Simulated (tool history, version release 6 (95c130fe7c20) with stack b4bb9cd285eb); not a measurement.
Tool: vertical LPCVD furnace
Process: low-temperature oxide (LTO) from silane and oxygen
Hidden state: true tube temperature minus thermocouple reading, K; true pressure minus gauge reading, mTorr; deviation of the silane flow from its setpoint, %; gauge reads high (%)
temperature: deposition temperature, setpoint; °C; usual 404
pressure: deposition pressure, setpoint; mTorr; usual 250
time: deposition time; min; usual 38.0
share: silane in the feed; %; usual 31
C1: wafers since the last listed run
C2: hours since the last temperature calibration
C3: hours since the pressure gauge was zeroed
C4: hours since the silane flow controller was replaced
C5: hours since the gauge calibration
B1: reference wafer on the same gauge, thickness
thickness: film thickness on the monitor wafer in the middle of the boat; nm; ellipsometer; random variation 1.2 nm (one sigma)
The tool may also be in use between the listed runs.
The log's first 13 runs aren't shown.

{"run": 14, "hour": 363.6, "temperature": 404, "pressure": 290, "time": 47.5, "share": 29, "C1": 417, "C2": 3226.5, "C3": 2102.3, "C4": 5350.9, "C5": 197.4, "B1": 280.12, "thickness": 409.79}
{"run": 15, "hour": 381.8, "temperature": 404, "pressure": 250, "time": 38.0, "share": 31, "C1": 305, "C2": 3244.7, "C3": 2120.5, "C4": 5369.1, "C5": 215.6, "B1": 279.98, "thickness": 308.4}
{"hour": 411.6, "done": "silane flow controller replaced"}
{"run": 16, "hour": 412.1, "temperature": 404, "pressure": 250, "time": 38.0, "share": 31, "C1": 105, "C2": 3275.0, "C3": 2150.8, "C4": 0.5, "C5": 245.9, "B1": 279.92, "thickness": 308.28}
{"run": 17, "hour": 418.9, "temperature": 400, "pressure": 250, "time": 38.0, "share": 31, "C1": 114, "C2": 3281.8, "C3": 2157.6, "C4": 7.3, "C5": 252.7, "B1": 279.72, "thickness": 297.11}
{"run": 18, "hour": 443.5, "temperature": 413, "pressure": 280, "time": 33.0, "share": 31, "C1": 412, "C2": 3306.4, "C3": 2182.2, "C4": 31.9, "C5": 277.3, "B1": 279.82, "thickness": 334.52}
{"run": 19, "hour": 472.3, "temperature": 404, "pressure": 285, "time": 46.5, "share": 34, "C1": 483, "C2": 3335.2, "C3": 2211.0, "C4": 60.7, "C5": 306.1, "B1": 280.27, "thickness": 492.04}
{"run": 20, "hour": 500.8, "temperature": 404, "pressure": 285, "time": 38.0, "share": 31, "C1": 478, "C2": 3363.7, "C3": 2239.5, "C4": 89.2, "C5": 334.6, "B1": 280.18, "thickness": 357.59}
{"hour": 623.7, "done": "pressure gauge zeroed"}
{"run": 21, "hour": 624.2, "temperature": 392, "pressure": 250, "time": 48.5, "share": 31, "C1": 1667, "C2": 3487.1, "C3": 0.5, "C4": 212.6, "C5": 458.0, "B1": 279.83, "thickness": 347.88}
{"run": 22, "hour": 628.1, "temperature": 399, "pressure": 250, "time": 23.0, "share": 31, "C1": 0, "C2": 3491.0, "C3": 4.4, "C4": 216.5, "C5": 461.9, "B1": 279.71, "thickness": 179.19}
{"hour": 648.2, "done": "thermocouples replaced and temperature profile calibrated"}
{"run": 23, "hour": 648.7, "temperature": 404, "pressure": 250, "time": 42.0, "share": 35, "C1": 7, "C2": 0.5, "C3": 25.0, "C4": 237.1, "C5": 482.5, "B1": 280.07, "thickness": 382.43}
{"run": 24, "hour": 656.6, "temperature": 398, "pressure": 250, "time": 38.0, "share": 34, "C1": 132, "C2": 8.4, "C3": 32.9, "C4": 245.0, "C5": 490.4, "B1": 279.68, "thickness": 309.37}
{"run": 25, "hour": 673.1, "temperature": 404, "pressure": 250, "time": 38.0, "share": 29, "C1": 276, "C2": 24.9, "C3": 49.4, "C4": 261.5, "C5": 506.9, "B1": 279.83, "thickness": 264.16}
{"run": 26, "hour": 754.2, "temperature": 404, "pressure": 220, "time": 30.5, "share": 31, "C1": 1360, "C2": 106.0, "C3": 130.5, "C4": 342.6, "C5": 588.0, "B1": 279.8, "thickness": 206.35}
{"run": 27, "hour": 769.2, "temperature": 404, "pressure": 250, "time": 38.0, "share": 31, "C1": 251, "C2": 121.0, "C3": 145.5, "C4": 357.6, "C5": 603.0, "B1": 280.23, "thickness": 292.95}
{"run": 28, "hour": 785.5, "temperature": 404, "pressure": 250, "time": 38.0, "share": 28, "C1": 273, "C2": 137.3, "C3": 161.8, "C4": 373.9, "C5": 619.3, "B1": 280.21, "thickness": 251.21}
{"run": 29, "hour": 797.6, "temperature": 401, "pressure": 205, "time": 24.0, "share": 35, "C1": 203, "C2": 149.4, "C3": 173.9, "C4": 386.0, "C5": 631.4, "B1": 279.59, "thickness": 172.44}
{"run": 30, "hour": 833.3, "temperature": 409, "pressure": 250, "time": 38.0, "share": 34, "C1": 599, "C2": 185.1, "C3": 209.6, "C4": 421.7, "C5": 667.1, "B1": 280.46, "thickness": 350.45}
{"run": 31, "hour": 850.7, "temperature": 415, "pressure": 250, "time": 38.0, "share": 29, "C1": 291, "C2": 202.5, "C3": 227.0, "C4": 439.1, "C5": 684.5, "B1": 280.55, "thickness": 300.94}

Forecast each of these 4 alternatives for the next run:
{"run": "A", "hour": 854.7, "temperature": 404, "pressure": 250, "time": 45.5, "share": 31, "C1": 67, "C2": 206.5, "C3": 231.0, "C4": 443.1, "C5": 688.5, "B1": "?", "thickness": "?"}
{"run": "B", "hour": 854.7, "temperature": 404, "pressure": 270, "time": 38.0, "share": 36, "C1": 67, "C2": 206.5, "C3": 231.0, "C4": 443.1, "C5": 688.5, "B1": "?", "thickness": "?"}
{"run": "C", "hour": 854.7, "temperature": 409, "pressure": 195, "time": 38.0, "share": 31, "C1": 67, "C2": 206.5, "C3": 231.0, "C4": 443.1, "C5": 688.5, "B1": "?", "thickness": "?"}
{"run": "D", "hour": 854.7, "temperature": 416, "pressure": 195, "time": 25.5, "share": 28, "C1": 67, "C2": 206.5, "C3": 231.0, "C4": 443.1, "C5": 688.5, "B1": "?", "thickness": "?"}

run=A B1=279.96 thickness=351.08
run=B B1=279.96 thickness=388.34
run=C B1=279.96 thickness=242.27
run=D B1=279.96 thickness=152.04
Without the tool's hidden state the same runs would have given:
run=A thickness=350.94
run=B thickness=388.18
run=C thickness=242.17
run=D thickness=151.98
